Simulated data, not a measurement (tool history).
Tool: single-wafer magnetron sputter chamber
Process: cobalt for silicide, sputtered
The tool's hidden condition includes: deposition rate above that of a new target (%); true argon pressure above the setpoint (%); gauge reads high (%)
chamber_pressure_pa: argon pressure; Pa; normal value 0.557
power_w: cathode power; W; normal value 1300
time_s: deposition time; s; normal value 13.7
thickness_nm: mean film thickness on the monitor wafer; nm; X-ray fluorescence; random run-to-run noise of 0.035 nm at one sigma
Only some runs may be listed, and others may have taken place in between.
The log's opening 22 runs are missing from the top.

| run | day | chamber_pressure_pa | power_w | time_s | wafers since the last listed run | wafers on the sputter target | hours since the last manometer calibration | hours since the magnet pack was replaced | hours since the gauge calibration | read-back reference wafer on the same gauge, thickness_nm | thickness_nm |
|---|---|---|---|---|---|---|---|---|---|---|---|
| 23 | 20.962 | 0.465 | 1050 | 13.7 | 321 | 2779 | 180.3 | 27.1 | 768.1 | 6.586 | 6.787 |
| 24 | 22.262 | 0.482 | 1000 | 14.8 | 503 | 3282 | 211.5 | 58.3 | 799.3 | 6.588 | 6.967 |
| 25 | 22.925 | 0.557 | 1600 | 13.7 | 256 | 3538 | 227.4 | 74.2 | 815.2 | 6.58 | 10.049 |
|  | 23.5 | gauge calibrated |
|  | 23.633 | sputter target and shields replaced |
| 26 | 24.329 | 0.37 | 1600 | 15.2 | 414 | 270 | 261.1 | 107.9 | 19.9 | 6.585 | 11.814 |
| 27 | 25.792 | 0.557 | 1300 | 13.7 | 566 | 836 | 296.2 | 143 | 55 | 6.572 | 8.22 |
| 28 | 26.862 | 0.557 | 1600 | 11.8 | 414 | 1251 | 321.9 | 168.7 | 80.7 | 6.575 | 8.688 |
| 29 | 27.588 | 0.401 | 1100 | 14.7 | 280 | 1531 | 339.3 | 186.1 | 98.1 | 6.578 | 7.845 |
| 30 | 28.35 | 0.666 | 1000 | 11.6 | 295 | 1826 | 357.6 | 204.4 | 116.4 | 6.583 | 5.163 |

What does the tool deliver on the next run?
| 31 | 29.388 | 0.341 | 1500 | 13.7 | 401 | 2228 | 382.5 | 229.3 | 141.3 | ? | ? |

read-back reference wafer on the same gauge, thickness_nm: 6.584
thickness_nm: 10.095 nm
Take away the tool's hidden state, keep the run-to-run variation as it was, and the same run would have given thickness_nm 10.095 nm.
